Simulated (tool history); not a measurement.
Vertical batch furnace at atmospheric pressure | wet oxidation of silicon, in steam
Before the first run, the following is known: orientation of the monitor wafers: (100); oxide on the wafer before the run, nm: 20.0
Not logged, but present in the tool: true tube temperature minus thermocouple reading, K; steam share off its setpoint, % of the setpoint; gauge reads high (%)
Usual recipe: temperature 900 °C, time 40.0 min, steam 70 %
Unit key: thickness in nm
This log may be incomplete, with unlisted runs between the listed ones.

| run | hour | temperature | time | steam | wafers since the last listed run | hours since the last temperature calibration | hours since the steam generator was serviced | hours since the gauge calibration | read-back reference wafer on the same gauge, thickness | thickness |
|---|---|---|---|---|---|---|---|---|---|---|
| 1 | 0.0 | 900 | 40.0 | 70 | 0 | 2766.6 | 1353.5 | 268.1 | 85.50 | 94.49 |
| 2 | 36.1 | 900 | 46.0 | 70 | 719 | 2802.7 | 1389.6 | 304.2 | 85.50 | 105.51 |
| 3 | 134.2 | 900 | 46.0 | 70 | 1955 | 2900.8 | 1487.7 | 402.3 | 85.49 | 105.42 |
| 4 | 331.1 | 900 | 46.0 | 70 | 3925 | 3097.7 | 1684.6 | 599.2 | 85.47 | 105.37 |
| 5 | 399.6 | 900 | 40.0 | 77 | 1365 | 3166.2 | 1753.1 | 667.7 | 85.52 | 101.93 |
| 6 | 493.6 | 900 | 40.0 | 77 | 1874 | 3260.2 | 1847.1 | 761.7 | 85.49 | 102.27 |
| 7 | 598.1 | 900 | 40.0 | 70 | 2083 | 3364.7 | 1951.6 | 866.2 | 85.51 | 95.49 |
| 8 | 654.3 | 900 | 40.0 | 70 | 1120 | 3420.9 | 2007.8 | 922.4 | 85.48 | 95.16 |
| 9 | 721.0 | 900 | 35.5 | 70 | 1329 | 3487.6 | 2074.5 | 989.1 | 85.48 | 87.25 |
| 10 | 1033.0 | 900 | 35.5 | 70 | 6220 | 3799.6 | 2386.5 | 1301.1 | 85.46 | 87.08 |
| 11 | 1087.5 | 900 | 40.0 | 70 | 1086 | 3854.1 | 2441.0 | 1355.6 | 85.53 | 95.00 |
| 12 | 1172.2 | 900 | 40.0 | 70 | 1688 | 3938.8 | 2525.7 | 1440.3 | 85.52 | 95.32 |
| 13 | 1270.0 | 900 | 53.0 | 62 | 1949 | 4036.6 | 2623.5 | 1538.1 | 85.44 | 107.83 |
|  | 1301.0 | gauge calibrated |
|  | 1334.8 | steam generator serviced |
| 14 | 1335.3 | 900 | 40.0 | 70 | 823 | 4101.9 | 0.5 | 34.3 | 85.48 | 96.74 |
| 15 | 1371.4 | 900 | 40.0 | 70 | 719 | 4138.0 | 36.6 | 70.4 | 85.50 | 96.87 |
| 16 | 1414.6 | 885 | 49.0 | 81 | 861 | 4181.2 | 79.8 | 113.6 | 85.47 | 105.36 |
| 17 | 1452.3 | 900 | 35.5 | 70 | 751 | 4218.9 | 117.5 | 151.3 | 85.50 | 88.95 |
|  | 1483.6 | thermocouples replaced and temperature profile calibrated |
| 18 | 1509.1 | 920 | 40.0 | 78 | 653 | 25.5 | 174.3 | 208.1 | 85.50 | 127.31 |
| 19 | 1586.0 | 900 | 40.0 | 59 | 1533 | 102.4 | 251.2 | 285.0 | 85.50 | 82.69 |
| 20 | 1647.6 | 900 | 46.0 | 70 | 1228 | 164.0 | 312.8 | 346.6 | 85.50 | 104.31 |
| 21 | 1705.9 | 880 | 59.5 | 66 | 1162 | 222.3 | 371.1 | 404.9 | 85.50 | 94.16 |
| 22 | 1805.6 | 900 | 49.5 | 64 | 1987 | 322.0 | 470.8 | 504.6 | 85.49 | 102.89 |
| 23 | 1844.5 | 911 | 21.5 | 70 | 775 | 360.9 | 509.7 | 543.5 | 85.51 | 67.82 |
| 24 | 1935.5 | 900 | 40.0 | 64 | 1814 | 451.9 | 600.7 | 634.5 | 85.47 | 87.75 |
| 25 | 1993.0 | 900 | 40.0 | 70 | 1146 | 509.4 | 658.2 | 692.0 | 85.52 | 93.61 |

Consider 4 possible next runs. They are alternatives, not a sequence: every one starts from the tool as it was left by run 25. What does each give?
| A | 1997.2 | 900 | 40.0 | 70 | 83 | 513.6 | 662.4 | 696.2 | ? | ? |
| B | 1997.2 | 900 | 31.0 | 73 | 83 | 513.6 | 662.4 | 696.2 | ? | ? |
| C | 1997.2 | 915 | 40.0 | 62 | 83 | 513.6 | 662.4 | 696.2 | ? | ? |
| D | 1997.2 | 900 | 40.0 | 80 | 83 | 513.6 | 662.4 | 696.2 | ? | ? |

| run | read-back reference wafer on the same gauge, thickness | thickness |
|---|---|---|
| A | 85.51 | 93.70 |
| B | 85.51 | 80.16 |
| C | 85.51 | 101.20 |
| D | 85.51 | 103.61 |
What these runs would have given with no unlogged condition in the tool:
| run | thickness |
|---|---|
| A | 94.13 |
| B | 80.51 |
| C | 101.69 |
| D | 104.09 |

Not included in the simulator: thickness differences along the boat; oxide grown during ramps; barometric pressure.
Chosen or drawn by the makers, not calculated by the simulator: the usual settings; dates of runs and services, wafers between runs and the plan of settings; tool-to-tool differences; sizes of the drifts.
